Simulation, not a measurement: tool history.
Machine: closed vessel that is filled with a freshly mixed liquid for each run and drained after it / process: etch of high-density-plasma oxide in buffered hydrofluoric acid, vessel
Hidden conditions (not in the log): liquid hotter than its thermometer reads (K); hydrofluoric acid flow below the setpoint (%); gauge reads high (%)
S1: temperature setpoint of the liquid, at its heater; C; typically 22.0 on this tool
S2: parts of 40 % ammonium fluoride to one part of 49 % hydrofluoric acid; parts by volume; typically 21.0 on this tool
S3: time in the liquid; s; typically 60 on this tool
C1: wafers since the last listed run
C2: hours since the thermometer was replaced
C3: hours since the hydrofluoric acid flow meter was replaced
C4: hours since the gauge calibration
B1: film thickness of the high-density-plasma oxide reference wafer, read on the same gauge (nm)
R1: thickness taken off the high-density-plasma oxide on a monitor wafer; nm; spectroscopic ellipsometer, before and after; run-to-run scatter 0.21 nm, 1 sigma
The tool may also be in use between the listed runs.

| run | hour | S1 | S2 | S3 | C1 | C2 | C3 | C4 | B1 | R1 |
|---|---|---|---|---|---|---|---|---|---|---|
| 1 | 0.0 | 20.5 | 21.0 | 60 | 0 | 1162.0 | 2320.5 | 221.6 | 99.97 | 42.29 |
|  | 11.1 | hydrofluoric acid flow meter replaced |
| 2 | 14.7 | 22.0 | 21.0 | 60 | 1333 | 1176.7 | 3.6 | 236.3 | 100.02 | 49.31 |
| 3 | 26.4 | 22.0 | 21.0 | 60 | 1138 | 1188.4 | 15.3 | 248.0 | 100.02 | 49.34 |
| 4 | 34.0 | 22.0 | 21.0 | 60 | 739 | 1196.0 | 22.9 | 255.6 | 99.99 | 49.70 |
| 5 | 45.7 | 22.0 | 21.0 | 60 | 1138 | 1207.7 | 34.6 | 267.3 | 99.98 | 48.99 |
| 6 | 62.4 | 22.0 | 21.0 | 60 | 1625 | 1224.4 | 51.3 | 284.0 | 100.02 | 49.50 |
| 7 | 107.3 | 22.0 | 25.0 | 60 | 4369 | 1269.3 | 96.2 | 328.9 | 100.02 | 43.63 |
| 8 | 121.8 | 22.0 | 25.0 | 60 | 1410 | 1283.8 | 110.7 | 343.4 | 99.96 | 43.42 |
|  | 135.3 | thermometer replaced |
| 9 | 158.0 | 22.0 | 21.0 | 60 | 3425 | 22.7 | 146.9 | 379.6 | 100.02 | 48.82 |
| 10 | 165.5 | 22.0 | 21.0 | 60 | 729 | 30.2 | 154.4 | 387.1 | 100.00 | 48.77 |
| 11 | 178.3 | 22.0 | 18.0 | 60 | 1245 | 43.0 | 167.2 | 399.9 | 100.01 | 55.61 |
| 12 | 189.4 | 25.5 | 18.0 | 70 | 1080 | 54.1 | 178.3 | 411.0 | 100.00 | 78.69 |
| 13 | 197.9 | 22.0 | 16.0 | 40 | 827 | 62.6 | 186.8 | 419.5 | 100.01 | 41.36 |
| 14 | 204.4 | 22.0 | 14.0 | 60 | 632 | 69.1 | 193.3 | 426.0 | 100.02 | 71.31 |
| 15 | 214.3 | 24.5 | 28.5 | 45 | 963 | 79.0 | 203.2 | 435.9 | 99.97 | 34.13 |
| 16 | 224.8 | 22.0 | 21.0 | 60 | 1021 | 89.5 | 213.7 | 446.4 | 100.01 | 49.21 |
| 17 | 239.3 | 17.5 | 14.0 | 30 | 1410 | 104.0 | 228.2 | 460.9 | 99.97 | 27.59 |
| 18 | 271.8 | 25.0 | 21.0 | 60 | 3162 | 136.5 | 260.7 | 493.4 | 100.01 | 57.52 |
| 19 | 280.9 | 22.0 | 21.0 | 60 | 885 | 145.6 | 269.8 | 502.5 | 100.00 | 48.84 |
|  | 288.2 | gauge calibrated |
| 20 | 292.7 | 19.5 | 19.0 | 40 | 1148 | 157.4 | 281.6 | 4.5 | 100.02 | 30.31 |
| 21 | 301.1 | 22.0 | 17.5 | 90 | 817 | 165.8 | 290.0 | 12.9 | 100.02 | 84.55 |
| 22 | 317.0 | 22.0 | 18.0 | 30 | 1547 | 181.7 | 305.9 | 28.8 | 99.99 | 27.73 |
| 23 | 329.2 | 19.5 | 15.0 | 85 | 1187 | 193.9 | 318.1 | 41.0 | 100.00 | 81.04 |
| 24 | 346.3 | 25.5 | 23.5 | 85 | 1663 | 211.0 | 335.2 | 58.1 | 100.00 | 77.25 |
| 25 | 358.9 | 22.0 | 21.0 | 60 | 1226 | 223.6 | 347.8 | 70.7 | 99.99 | 48.64 |
| 26 | 372.9 | 25.5 | 26.0 | 60 | 1362 | 237.6 | 361.8 | 84.7 | 99.97 | 50.82 |
| 27 | 379.2 | 22.0 | 21.0 | 60 | 613 | 243.9 | 368.1 | 91.0 | 99.98 | 48.66 |
| 28 | 385.4 | 22.0 | 21.0 | 60 | 603 | 250.1 | 374.3 | 97.2 | 100.00 | 48.93 |
| 29 | 396.9 | 22.0 | 21.0 | 60 | 1119 | 261.6 | 385.8 | 108.7 | 100.00 | 48.63 |
| 30 | 407.5 | 22.0 | 14.5 | 80 | 1031 | 272.2 | 396.4 | 119.3 | 100.01 | 91.09 |
| 31 | 422.0 | 22.0 | 16.0 | 60 | 1410 | 286.7 | 410.9 | 133.8 | 100.02 | 61.59 |
| 32 | 428.6 | 17.5 | 26.5 | 60 | 642 | 293.3 | 417.5 | 140.4 | 100.00 | 32.08 |

For some of the steps in R1 from one run to the next: how much would appear even if the tool had no hidden state, given the settings, what came in and random variation, and how much remains for the hidden state plus any gauge scatter that the measured result and the result without hidden state don't share?
Run 1 -> 2: S1 20.5 -> 22.0, hydrofluoric acid flow meter replaced. R1 +7.02 nm: hidden state +3.14, all else +3.88.
Run 20 -> 21: S1 19.5 -> 22.0, S2 19.0 -> 17.5, S3 40 -> 90. R1 +54.24 nm: hidden state -2.16, all else +56.40.
Run 21 -> 22: S2 17.5 -> 18.0, S3 90 -> 30. R1 -56.82 nm: hidden state +2.22, all else -59.04.
Run 22 -> 23: S1 22.0 -> 19.5, S2 18.0 -> 15.0, S3 30 -> 85. R1 +53.31 nm: hidden state -2.20, all else +55.51.
Run 29 -> 30: S2 21.0 -> 14.5, S3 60 -> 80. R1 +42.46 nm: hidden state -2.60, all else +45.06.

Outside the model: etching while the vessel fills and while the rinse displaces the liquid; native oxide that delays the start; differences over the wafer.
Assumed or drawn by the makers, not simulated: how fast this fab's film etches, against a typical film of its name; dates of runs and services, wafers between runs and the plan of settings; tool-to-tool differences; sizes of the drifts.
